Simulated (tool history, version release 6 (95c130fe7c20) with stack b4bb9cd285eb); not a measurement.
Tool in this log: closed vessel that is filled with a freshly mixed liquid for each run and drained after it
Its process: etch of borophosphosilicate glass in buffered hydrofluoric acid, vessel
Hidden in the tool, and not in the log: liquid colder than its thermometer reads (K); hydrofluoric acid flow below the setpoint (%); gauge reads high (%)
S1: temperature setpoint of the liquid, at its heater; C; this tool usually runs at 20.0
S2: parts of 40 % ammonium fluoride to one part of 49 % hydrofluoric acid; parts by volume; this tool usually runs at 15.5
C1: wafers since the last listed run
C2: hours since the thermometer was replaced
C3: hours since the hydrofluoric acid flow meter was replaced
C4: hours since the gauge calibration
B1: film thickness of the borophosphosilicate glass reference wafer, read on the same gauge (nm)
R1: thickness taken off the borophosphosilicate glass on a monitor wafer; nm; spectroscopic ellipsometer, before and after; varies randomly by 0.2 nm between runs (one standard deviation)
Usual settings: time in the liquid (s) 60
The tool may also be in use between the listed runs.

Run 1, hour 0.0: usual settings; C1 0; C2 1037.6; C3 117.1; C4 1237.6; B1 100.00. Result: R1 61.23 nm.
At hour 23.1: thermometer replaced.
Run 2, hour 23.6: usual settings but time in the liquid (s) 80; C1 2892; C2 0.5; C3 140.7; C4 1261.2; B1 99.98. Result: R1 81.95 nm.
Run 3, hour 41.0: usual settings but time in the liquid (s) 80; C1 2226; C2 17.9; C3 158.1; C4 1278.6; B1 99.99. Result: R1 81.70 nm.
Run 4, hour 72.0: usual settings but S1 21.5 C; C1 3967; C2 48.9; C3 189.1; C4 1309.6; B1 99.98. Result: R1 66.50 nm.
At hour 85.0: gauge calibrated.
Run 5, hour 107.6: usual settings; C1 4555; C2 84.5; C3 224.7; C4 22.6; B1 100.02. Result: R1 60.98 nm.
Run 6, hour 122.5: usual settings; C1 1906; C2 99.4; C3 239.6; C4 37.5; B1 100.04. Result: R1 60.79 nm.
Run 7, hour 209.6: usual settings but S1 17.0 C, S2 10.0 parts by volume, time in the liquid (s) 80; C1 11146; C2 186.5; C3 326.7; C4 124.6; B1 99.99. Result: R1 105.85 nm.
Run 8, hour 238.5: usual settings but S1 22.5 C; C1 3698; C2 215.4; C3 355.6; C4 153.5; B1 99.97. Result: R1 69.68 nm.
Run 9, hour 260.3: usual settings but S2 13.0 parts by volume; C1 2789; C2 237.2; C3 377.4; C4 175.3; B1 100.01. Result: R1 72.31 nm.
Run 10, hour 273.3: usual settings but S1 17.0 C, S2 19.0 parts by volume, time in the liquid (s) 75; C1 1663; C2 250.2; C3 390.4; C4 188.3; B1 99.99. Result: R1 52.16 nm.
Run 11, hour 302.1: usual settings but S1 17.0 C, S2 11.0 parts by volume, time in the liquid (s) 85; C1 3685; C2 279.0; C3 419.2; C4 217.1; B1 100.03. Result: R1 100.79 nm.
Run 12, hour 315.9: usual settings but S2 21.5 parts by volume; C1 1766; C2 292.8; C3 433.0; C4 230.9; B1 100.01. Result: R1 45.14 nm.
Run 13, hour 346.7: usual settings; C1 3941; C2 323.6; C3 463.8; C4 261.7; B1 99.98. Result: R1 60.15 nm.
Run 14, hour 359.3: usual settings but S1 24.5 C, S2 18.5 parts by volume, time in the liquid (s) 90; C1 1612; C2 336.2; C3 476.4; C4 274.3; B1 100.00. Result: R1 97.10 nm.
Run 15, hour 383.3: usual settings but S1 24.5 C, S2 17.5 parts by volume, time in the liquid (s) 30; C1 3071; C2 360.2; C3 500.4; C4 298.3; B1 99.97. Result: R1 34.11 nm.
Run 16, hour 407.4: usual settings but S2 12.0 parts by volume, time in the liquid (s) 75; C1 3084; C2 384.3; C3 524.5; C4 322.4; B1 100.00. Result: R1 96.49 nm.
At hour 425.8: hydrofluoric acid flow meter replaced.
Run 17, hour 433.2: usual settings; C1 3173; C2 410.1; C3 7.4; C4 348.2; B1 100.02. Result: R1 61.95 nm.
Run 18, hour 457.0: usual settings but S1 17.0 C, S2 19.0 parts by volume, time in the liquid (s) 75; C1 3045; C2 433.9; C3 31.2; C4 372.0; B1 100.00. Result: R1 53.65 nm.
Run 19, hour 476.3: usual settings but time in the liquid (s) 45; C1 2469; C2 453.2; C3 50.5; C4 391.3; B1 99.98. Result: R1 46.25 nm.
Run 20, hour 499.0: usual settings but S1 17.0 C; C1 2904; C2 475.9; C3 73.2; C4 414.0; B1 99.99. Result: R1 51.93 nm.
Run 21, hour 562.1: usual settings but S1 22.5 C, S2 20.0 parts by volume, time in the liquid (s) 85; C1 8075; C2 539.0; C3 136.3; C4 477.1; B1 100.01. Result: R1 77.96 nm.
Run 22, hour 576.0: usual settings but S1 24.0 C, S2 13.0 parts by volume, time in the liquid (s) 40; C1 1778; C2 552.9; C3 150.2; C4 491.0; B1 100.00. Result: R1 60.64 nm.
Run 23, hour 594.1: usual settings but time in the liquid (s) 30; C1 2316; C2 571.0; C3 168.3; C4 509.1; B1 100.03. Result: R1 30.61 nm.
Run 24, hour 610.7: usual settings but S2 14.0 parts by volume; C1 2124; C2 587.6; C3 184.9; C4 525.7; B1 100.00. Result: R1 67.92 nm.
Run 25, hour 627.8: usual settings; C1 2188; C2 604.7; C3 202.0; C4 542.8; B1 100.01. Result: R1 61.26 nm.
Run 26, hour 648.3: usual settings but S1 17.0 C, S2 18.5 parts by volume; C1 2623; C2 625.2; C3 222.5; C4 563.3; B1 100.01. Result: R1 43.43 nm.
Run 27, hour 664.2: usual settings; C1 2034; C2 641.1; C3 238.4; C4 579.2; B1 99.98. Result: R1 61.07 nm.
Run 28, hour 695.8: usual settings but S1 17.0 C, S2 10.0 parts by volume, time in the liquid (s) 80; C1 4043; C2 672.7; C3 270.0; C4 610.8; B1 100.03. Result: R1 105.68 nm.
Run 29, hour 718.9: usual settings but S2 11.0 parts by volume, time in the liquid (s) 90; C1 2956; C2 695.8; C3 293.1; C4 633.9; B1 100.01. Result: R1 128.59 nm.
Run 30, hour 734.0: usual settings but S1 22.5 C, time in the liquid (s) 75; C1 1932; C2 710.9; C3 308.2; C4 649.0; B1 100.03. Result: R1 87.09 nm.

Predict each of these 5 candidate next runs independently; none follows another, all start after run 30:
Run A, hour 734.7: usual settings; C1 89; C2 711.6; C3 308.9; C4 649.7; B1 ?. Result: R1 ?.
Run B, hour 734.7: usual settings but S1 17.0 C, S2 21.0 parts by volume; C1 89; C2 711.6; C3 308.9; C4 649.7; B1 ?. Result: R1 ?.
Run C, hour 734.7: usual settings but S1 17.0 C, S2 11.0 parts by volume; C1 89; C2 711.6; C3 308.9; C4 649.7; B1 ?. Result: R1 ?.
Run D, hour 734.7: usual settings but S1 23.0 C, S2 13.5 parts by volume; C1 89; C2 711.6; C3 308.9; C4 649.7; B1 ?. Result: R1 ?.
Run E, hour 734.7: usual settings but S1 23.0 C; C1 89; C2 711.6; C3 308.9; C4 649.7; B1 ?. Result: R1 ?.

run     B1     R1
  A  99.99  60.84
  B  99.99  38.82
  C  99.99  72.18
  D  99.99  82.22
  E  99.99  71.74
Without the tool's unlogged condition, the same runs would have read:
run     R1
  A  61.92
  B  39.30
  C  73.45
  D  83.67
  E  73.01

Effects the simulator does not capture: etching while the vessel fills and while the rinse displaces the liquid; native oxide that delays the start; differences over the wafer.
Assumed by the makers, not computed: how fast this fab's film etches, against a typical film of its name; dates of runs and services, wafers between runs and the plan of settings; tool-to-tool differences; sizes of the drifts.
